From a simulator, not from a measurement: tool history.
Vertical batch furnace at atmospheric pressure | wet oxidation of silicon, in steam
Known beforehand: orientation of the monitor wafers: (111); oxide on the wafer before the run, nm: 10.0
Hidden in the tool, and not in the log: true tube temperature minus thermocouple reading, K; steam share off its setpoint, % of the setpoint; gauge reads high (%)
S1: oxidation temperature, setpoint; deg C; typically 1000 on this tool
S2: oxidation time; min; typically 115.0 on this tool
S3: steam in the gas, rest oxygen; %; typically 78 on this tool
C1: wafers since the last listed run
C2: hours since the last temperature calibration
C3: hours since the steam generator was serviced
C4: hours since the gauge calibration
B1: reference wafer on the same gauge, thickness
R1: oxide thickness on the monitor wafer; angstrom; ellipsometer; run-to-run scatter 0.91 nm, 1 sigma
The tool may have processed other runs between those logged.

| run | day | S1 | S2 | S3 | C1 | C2 | C3 | C4 | B1 | R1 |
|---|---|---|---|---|---|---|---|---|---|---|
| 1 | 0.000 | 1000 | 115.0 | 78 | 0 | 3341.0 | 3410.8 | 173.0 | 548.99 | 5905.8 |
| 2 | 1.396 | 1000 | 115.0 | 78 | 243 | 3374.5 | 3444.3 | 206.5 | 548.90 | 5931.6 |
| 3 | 2.400 | 1000 | 115.0 | 78 | 175 | 3398.6 | 3468.4 | 230.6 | 549.08 | 5918.7 |
| 4 | 3.596 | 1000 | 115.0 | 78 | 208 | 3427.3 | 3497.1 | 259.3 | 549.01 | 5931.8 |
| 5 | 5.338 | 1000 | 115.0 | 78 | 303 | 3469.1 | 3538.9 | 301.1 | 548.99 | 5916.2 |
| 6 | 7.408 | 1000 | 115.0 | 78 | 361 | 3518.8 | 3588.6 | 350.8 | 548.95 | 5921.7 |
| 7 | 8.496 | 1000 | 115.0 | 78 | 189 | 3544.9 | 3614.7 | 376.9 | 549.04 | 5929.4 |
| 8 | 10.558 | 1000 | 115.0 | 78 | 359 | 3594.4 | 3664.2 | 426.4 | 549.06 | 5905.0 |
| 9 | 12.579 | 1000 | 115.0 | 78 | 352 | 3642.9 | 3712.7 | 474.9 | 548.96 | 5933.0 |
| 10 | 13.808 | 1000 | 115.0 | 78 | 214 | 3672.4 | 3742.2 | 504.4 | 548.94 | 5918.5 |
| 11 | 16.738 | 1000 | 115.0 | 78 | 511 | 3742.7 | 3812.5 | 574.7 | 549.05 | 5900.9 |
| 12 | 18.375 | 992 | 163.5 | 89 | 285 | 3782.0 | 3851.8 | 614.0 | 548.98 | 7550.3 |
| 13 | 19.671 | 1020 | 115.0 | 78 | 226 | 3813.1 | 3882.9 | 645.1 | 549.05 | 6502.6 |
|  | 20.825 | gauge calibrated |
| 14 | 21.729 | 990 | 115.0 | 78 | 359 | 3862.5 | 3932.3 | 21.7 | 549.00 | 5640.2 |
|  | 23.996 | thermocouples replaced and temperature profile calibrated |
| 15 | 24.017 | 1000 | 115.0 | 78 | 224 | 0.5 | 3987.2 | 76.6 | 548.88 | 5778.1 |
| 16 | 26.108 | 1023 | 95.0 | 71 | 364 | 50.7 | 4037.4 | 126.8 | 549.02 | 5448.4 |
|  | 27.204 | steam generator serviced |
| 17 | 27.375 | 1000 | 115.0 | 78 | 46 | 81.1 | 4.1 | 157.2 | 549.03 | 6046.0 |
| 18 | 30.262 | 1014 | 149.0 | 68 | 503 | 150.4 | 73.4 | 226.5 | 549.01 | 6936.3 |
| 19 | 32.129 | 975 | 145.5 | 75 | 325 | 195.2 | 118.2 | 271.3 | 548.92 | 5959.1 |
| 20 | 33.412 | 1000 | 115.0 | 78 | 223 | 226.0 | 149.0 | 302.1 | 548.88 | 6034.7 |
| 21 | 35.096 | 1009 | 152.5 | 82 | 293 | 266.4 | 189.4 | 342.5 | 548.90 | 7635.4 |
| 22 | 37.425 | 1000 | 72.5 | 87 | 406 | 322.3 | 245.3 | 398.4 | 549.10 | 4889.8 |
| 23 | 40.379 | 976 | 144.0 | 78 | 515 | 393.2 | 316.2 | 469.3 | 548.98 | 6094.2 |

Alternative continuations, all from the tool just after run 23; predict every row:
| A | 40.629 | 1000 | 115.0 | 78 | 43 | 399.2 | 322.2 | 475.3 | ? | ? |
| B | 40.629 | 1000 | 115.0 | 83 | 43 | 399.2 | 322.2 | 475.3 | ? | ? |
| C | 40.629 | 1000 | 144.5 | 81 | 43 | 399.2 | 322.2 | 475.3 | ? | ? |

| run | B1 | R1 |
|---|---|---|
| A | 549.07 | 6025.9 |
| B | 549.07 | 6250.2 |
| C | 549.07 | 7039.2 |
Had the tool no hidden state, the same runs would have come out as:
| run | R1 |
|---|---|
| A | 6043.9 |
| B | 6268.8 |
| C | 7060.0 |

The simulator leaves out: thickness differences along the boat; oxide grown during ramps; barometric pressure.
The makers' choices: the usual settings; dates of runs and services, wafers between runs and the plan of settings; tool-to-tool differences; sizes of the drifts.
